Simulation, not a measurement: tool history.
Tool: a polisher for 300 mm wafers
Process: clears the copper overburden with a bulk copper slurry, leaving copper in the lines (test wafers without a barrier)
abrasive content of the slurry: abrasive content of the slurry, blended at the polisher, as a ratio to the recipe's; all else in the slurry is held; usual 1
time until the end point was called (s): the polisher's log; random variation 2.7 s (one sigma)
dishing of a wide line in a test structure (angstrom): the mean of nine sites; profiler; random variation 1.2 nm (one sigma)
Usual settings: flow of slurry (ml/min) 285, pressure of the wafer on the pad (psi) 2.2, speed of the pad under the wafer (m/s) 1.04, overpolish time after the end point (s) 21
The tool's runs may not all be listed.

run	day	flow of slurry (ml/min)	pressure of the wafer on the pad (psi)	speed of the pad under the wafer (m/s)	abrasive content of the slurry	overpolish time after the end point (s)	incoming thickness of the incoming film, nm	time until the end point was called (s)	dishing of a wide line in a test structure (angstrom)
1	0	285	2.2	1.04	0.9	21	1058.2	142.8	558
2	1.008	285	2.2	1.04	0.9	21	1057.9	141.6	568
3	2.546	285	2.2	1.04	0.9	21	1041.7	141.4	557
# day 3.562: worn pad replaced by a new one
4	4.858	285	2.2	1.04	1	21	1034.1	136.4	563
5	5.879	285	2.2	1.04	1	21	1049.2	135.6	547
# day 7.592: head pressure recalibrated
6	8.646	285	2.2	0.78	1	21	1038.4	184.3	488
7	10.221	285	2.2	1.04	1	21	1047.3	142.2	531
8	11.754	285	2.2	1.04	1	21	1064.4	148.5	537
# day 12.621: slurry blender recalibrated
# day 19.679: worn pad replaced by a new one
9	19.729	285	2.2	0.9	1	21	1028.8	154.9	522
10	21.288	215	2.9	0.7	1	14	1035.6	161.6	426
11	23.658	285	2.2	1.14	1	13	1065.1	133	439
12	24.967	285	2.2	1.04	1	21	1032.4	148	522
# day 25.908: slurry nozzle cleaned
13	27.704	375	1.7	0.92	1	21	1055.4	217	429
# day 29.233: slurry blender recalibrated
14	29.721	285	2.9	0.82	1	21	1033.6	132.6	594

The next listed run, before its measurement:
15	31.692	245	2.7	1.04	0.85	21	1035.3	?	?

time until the end point was called (s): 116.7
dishing of a wide line in a test structure (angstrom): 608
Without the tool's hidden state the same run would have given time until the end point was called (s) 116.1, dishing of a wide line in a test structure (angstrom) 609.
